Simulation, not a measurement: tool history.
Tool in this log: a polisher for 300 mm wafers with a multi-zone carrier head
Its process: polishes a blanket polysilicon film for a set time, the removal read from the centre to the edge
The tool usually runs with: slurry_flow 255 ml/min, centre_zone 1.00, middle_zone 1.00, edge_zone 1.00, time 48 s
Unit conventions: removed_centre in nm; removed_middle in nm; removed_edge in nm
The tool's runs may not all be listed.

run     day  slurry_flow  centre_zone  middle_zone  edge_zone  time  wafers since the last listed run  wafers polished on this pad  hours since the slurry nozzle was cleaned  hours since the centre zone pressure was calibrated  hours since the edge zone pressure was calibrated  hours since the carrier head's membrane was replaced  incoming thickness of the incoming film, nm  removed_centre  removed_middle  removed_edge
  1   0.000          255         1.00         1.00       1.00    48                                 0                         1170                                        5.2                                               1239.4                                              594.4                                                 515.0                                       1372.7           475.7           496.6         487.2
      3.029  -- worn pad replaced by a new one
  2   4.238          255         1.00         1.00       1.00    48                               842                          250                                      106.9                                               1341.1                                              696.1                                                 616.7                                       1325.3           460.5           485.7         482.7
  3   5.512          255         1.00         1.00       1.00    48                               263                          514                                      137.5                                               1371.7                                              726.7                                                 647.3                                       1351.2           481.4           487.5         480.4
      5.617  -- edge zone pressure recalibrated
  4   6.283          325         1.00         1.00       1.00    48                               142                          656                                      156.0                                               1390.2                                               16.0                                                 665.8                                       1364.8           483.4           502.4         483.1
  5   7.083          255         1.00         0.91       1.00    48                               165                          822                                      175.2                                               1409.4                                               35.2                                                 685.0                                       1326.3           466.1           458.9         473.2
  6   8.425          255         1.00         0.90       0.89    48                               277                         1100                                      207.4                                               1441.6                                               67.4                                                 717.2                                       1342.1           480.3           459.4         469.8
  7   9.850          255         1.00         1.00       1.00    48                               295                         1395                                      241.6                                               1475.8                                              101.6                                                 751.4                                       1354.1           471.1           486.7         481.6
  8  10.429          255         1.00         0.88       1.00    55                               119                         1515                                      255.5                                               1489.7                                              115.5                                                 765.3                                       1353.3           545.3           504.1         549.3
  9  10.988          190         0.92         1.00       1.00    48                               115                         1630                                      268.9                                               1503.1                                              128.9                                                 778.7                                       1353.3           419.3           470.9         471.8
 10  12.058          255         1.00         1.00       1.00    48                               221                         1852                                      294.6                                               1528.8                                              154.6                                                 804.4                                       1364.4           476.1           475.1         483.0
     13.342  -- centre zone pressure recalibrated
     13.888  -- worn pad replaced by a new one
 11  16.208          255         1.00         1.00       0.94    48                               807                          480                                      394.2                                                 68.8                                              254.2                                                 904.0                                       1350.2           475.2           479.1         472.8
 12  17.079          255         0.89         1.06       1.11    39                               180                          660                                      415.1                                                 89.7                                              275.1                                                 924.9                                       1356.0           341.0           407.7         413.3
 13  18.188          255         0.88         1.00       1.00    33                               229                          889                                      441.7                                                116.3                                              301.7                                                 951.5                                       1347.4           286.7           333.9         339.8
     18.571  -- carrier head's membrane replaced by a new one
 14  19.317          255         1.00         0.88       1.00    55                               190                         1080                                      468.8                                                143.4                                              328.8                                                  17.9                                       1336.3           542.7           498.7         558.0
 15  20.404          255         1.00         1.00       1.00    48                               225                         1305                                      494.9                                                169.5                                              354.9                                                  44.0                                       1338.0           476.9           487.9         484.3
 16  21.746          255         1.00         1.00       1.00    33                               277                         1583                                      527.1                                                201.7                                              387.1                                                  76.2                                       1352.5           324.8           335.1         338.7
 17  22.733          255         1.00         1.00       1.00    40                               204                         1788                                      550.8                                                225.4                                              410.8                                                  99.9                                       1351.8           395.4           406.6         396.5
 18  23.438          255         1.10         1.05       1.09    48                               145                         1933                                      567.7                                                242.3                                              427.7                                                 116.8                                       1351.7           522.4           489.6         493.7
     25.021  -- worn pad replaced by a new one
 19  25.042          340         1.00         1.00       1.11    48                               297                            3                                      606.2                                                280.8                                              466.2                                                 155.3                                       1367.5           486.8           488.2         506.0
 20  25.812          255         1.00         1.00       1.00    48                               159                          163                                      624.7                                                299.3                                              484.7                                                 173.8                                       1338.7           466.3           477.2         478.4
 21  27.021          225         0.94         0.92       1.00    58                               250                          413                                      653.7                                                328.3                                              513.7                                                 202.8                                       1343.1           520.7           538.0         582.7
 22  28.467          255         1.00         1.00       1.00    48                               299                          713                                      688.4                                                363.0                                              548.4                                                 237.5                                       1344.6           470.6           481.9         484.9
 23  29.600          310         0.96         0.94       1.00    48                               234                          947                                      715.6                                                390.2                                              575.6                                                 264.7                                       1340.3           460.9           476.6         482.6

3 ways to go on from here, each from the tool as it stands after run 23. What would each give?
  A  29.617          255         1.00         1.00       1.00    48                                 3                          951                                      716.0                                                390.6                                              576.0                                                 265.1                                       1357.5               ?               ?             ?
  B  29.617          255         0.93         1.00       1.06    48                                 3                          951                                      716.0                                                390.6                                              576.0                                                 265.1                                       1357.5               ?               ?             ?
  C  29.617          190         1.00         0.95       0.96    63                                 3                          951                                      716.0                                                390.6                                              576.0                                                 265.1                                       1357.5               ?               ?             ?

run  removed_centre  removed_middle  removed_edge
  A           469.6           486.5         475.2
  B           436.5           486.7         483.7
  C           595.3           600.1         602.3
With the hidden condition removed and each run's random variation left untouched, the same runs would have given:
run  removed_centre  removed_middle  removed_edge
  A           469.6           486.5         475.2
  B           436.5           486.7         483.7
  C           595.3           600.1         602.3

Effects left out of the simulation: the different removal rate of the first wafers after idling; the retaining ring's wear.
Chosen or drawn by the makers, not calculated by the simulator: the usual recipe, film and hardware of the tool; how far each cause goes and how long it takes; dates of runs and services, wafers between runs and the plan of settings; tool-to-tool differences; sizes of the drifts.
